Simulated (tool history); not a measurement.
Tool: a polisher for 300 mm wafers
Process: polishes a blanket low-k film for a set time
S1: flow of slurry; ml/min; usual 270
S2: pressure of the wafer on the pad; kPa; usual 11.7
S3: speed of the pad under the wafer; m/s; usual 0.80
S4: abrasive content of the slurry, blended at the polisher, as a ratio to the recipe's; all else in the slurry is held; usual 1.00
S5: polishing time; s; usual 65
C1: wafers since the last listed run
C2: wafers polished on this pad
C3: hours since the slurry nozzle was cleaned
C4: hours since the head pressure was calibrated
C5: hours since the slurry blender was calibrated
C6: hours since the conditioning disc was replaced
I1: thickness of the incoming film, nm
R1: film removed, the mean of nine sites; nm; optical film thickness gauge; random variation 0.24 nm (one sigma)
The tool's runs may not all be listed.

| run | hour | S1 | S2 | S3 | S4 | S5 | C1 | C2 | C3 | C4 | C5 | C6 | I1 | R1 |
|---|---|---|---|---|---|---|---|---|---|---|---|---|---|---|
| 1 | 0.0 | 345 | 11.7 | 0.80 | 1.00 | 65 | 0 | 521 | 22.8 | 4.0 | 85.1 | 191.6 | 372.9 | 15.5 |
| 2 | 18.6 | 270 | 11.7 | 0.80 | 1.00 | 65 | 202 | 723 | 41.4 | 22.6 | 103.7 | 210.2 | 370.6 | 15.5 |
| 3 | 34.4 | 270 | 11.7 | 0.80 | 1.00 | 65 | 171 | 895 | 57.2 | 38.4 | 119.5 | 226.0 | 362.1 | 15.6 |
| 4 | 47.6 | 270 | 11.7 | 0.80 | 1.00 | 65 | 143 | 1039 | 70.4 | 51.6 | 132.7 | 239.2 | 367.9 | 15.3 |
| 5 | 67.1 | 270 | 11.7 | 0.80 | 1.00 | 65 | 212 | 1251 | 89.9 | 71.1 | 152.2 | 258.7 | 374.5 | 15.7 |
|  | 155.8 | slurry nozzle cleaned |
| 6 | 158.1 | 270 | 11.7 | 0.80 | 1.15 | 76 | 979 | 2230 | 2.3 | 162.1 | 243.2 | 349.7 | 373.2 | 18.7 |
|  | 167.2 | worn pad replaced by a new one |
| 7 | 178.4 | 270 | 11.7 | 0.80 | 1.15 | 76 | 177 | 122 | 22.6 | 182.4 | 263.5 | 370.0 | 375.8 | 17.8 |
| 8 | 195.7 | 270 | 11.7 | 0.80 | 1.15 | 76 | 188 | 310 | 39.9 | 199.7 | 280.8 | 387.3 | 372.7 | 18.2 |
| 9 | 208.2 | 270 | 11.7 | 0.80 | 1.25 | 87 | 135 | 446 | 52.4 | 212.2 | 293.3 | 399.8 | 364.3 | 21.4 |
| 10 | 220.5 | 270 | 11.7 | 0.80 | 1.00 | 65 | 133 | 580 | 64.7 | 224.5 | 305.6 | 412.1 | 366.7 | 14.4 |
| 11 | 250.2 | 270 | 11.7 | 0.80 | 1.20 | 65 | 323 | 903 | 94.4 | 254.2 | 335.3 | 441.8 | 372.5 | 15.4 |
| 12 | 281.0 | 270 | 11.7 | 0.80 | 1.00 | 65 | 335 | 1238 | 125.2 | 285.0 | 366.1 | 472.6 | 369.3 | 14.5 |
| 13 | 296.0 | 235 | 11.7 | 0.80 | 0.75 | 52 | 163 | 1401 | 140.2 | 300.0 | 381.1 | 487.6 | 366.1 | 9.7 |
|  | 309.8 | slurry blender recalibrated |
| 14 | 325.0 | 180 | 11.7 | 0.60 | 1.00 | 65 | 293 | 1695 | 169.2 | 329.0 | 15.2 | 516.6 | 374.2 | 11.2 |
|  | 350.2 | worn pad replaced by a new one, of another model than before |
| 15 | 357.2 | 270 | 11.7 | 0.80 | 1.00 | 45 | 306 | 76 | 201.4 | 361.2 | 47.4 | 548.8 | 365.4 | 9.5 |
|  | 369.7 | conditioning disc replaced and pad reconditioned |
| 16 | 373.4 | 270 | 14.5 | 0.80 | 1.00 | 82 | 154 | 231 | 217.6 | 377.4 | 63.6 | 3.7 | 373.6 | 26.0 |
|  | 382.7 | slurry nozzle cleaned |
|  | 403.4 | head pressure recalibrated |
| 17 | 406.9 | 270 | 11.7 | 0.80 | 1.15 | 76 | 331 | 562 | 24.2 | 3.5 | 97.1 | 37.2 | 369.7 | 20.4 |
| 18 | 428.9 | 325 | 11.7 | 0.54 | 0.85 | 65 | 239 | 802 | 46.2 | 25.5 | 119.1 | 59.2 | 369.1 | 10.4 |
| 19 | 446.8 | 295 | 11.7 | 0.80 | 1.20 | 65 | 194 | 996 | 64.1 | 43.4 | 137.0 | 77.1 | 372.5 | 17.5 |
| 20 | 463.4 | 270 | 11.7 | 0.80 | 1.00 | 65 | 180 | 1177 | 80.7 | 60.0 | 153.6 | 93.7 | 365.2 | 15.7 |
| 21 | 482.3 | 270 | 13.8 | 0.80 | 1.15 | 65 | 205 | 1383 | 99.6 | 78.9 | 172.5 | 112.6 | 373.9 | 19.9 |
| 22 | 512.8 | 270 | 11.7 | 0.80 | 1.00 | 81 | 331 | 1714 | 130.1 | 109.4 | 203.0 | 143.1 | 370.1 | 19.8 |
|  | 534.6 | worn pad replaced by a new one |
| 23 | 537.0 | 270 | 11.7 | 0.80 | 1.15 | 65 | 219 | 25 | 154.3 | 133.6 | 227.2 | 167.3 | 369.7 | 16.4 |
| 24 | 552.0 | 270 | 11.7 | 0.80 | 1.00 | 65 | 163 | 189 | 169.3 | 148.6 | 242.2 | 182.3 | 372.7 | 15.2 |
|  | 571.0 | slurry nozzle cleaned |
| 25 | 583.1 | 270 | 15.9 | 0.80 | 1.00 | 65 | 327 | 516 | 12.1 | 179.7 | 273.3 | 213.4 | 370.4 | 20.3 |
| 26 | 603.7 | 270 | 11.7 | 0.80 | 1.00 | 65 | 224 | 740 | 32.7 | 200.3 | 293.9 | 234.0 | 373.9 | 15.2 |

4 ways to go on from here, each from the tool as it stands after run 26. What would each give?
| A | 604.1 | 270 | 11.7 | 0.80 | 1.00 | 65 | 4 | 744 | 33.1 | 200.7 | 294.3 | 234.4 | 373.6 | ? |
| B | 604.1 | 235 | 14.5 | 0.80 | 1.00 | 50 | 4 | 744 | 33.1 | 200.7 | 294.3 | 234.4 | 373.6 | ? |
| C | 604.1 | 210 | 11.7 | 0.80 | 0.90 | 65 | 4 | 744 | 33.1 | 200.7 | 294.3 | 234.4 | 373.6 | ? |
| D | 604.1 | 215 | 11.7 | 0.80 | 0.75 | 65 | 4 | 744 | 33.1 | 200.7 | 294.3 | 234.4 | 373.6 | ? |

| run | R1 |
|---|---|
| A | 15.2 |
| B | 13.9 |
| C | 13.9 |
| D | 12.9 |
Without the tool's hidden state the same runs would have given:
| run | R1 |
|---|---|
| A | 16.5 |
| B | 15.3 |
| C | 15.0 |
| D | 14.0 |
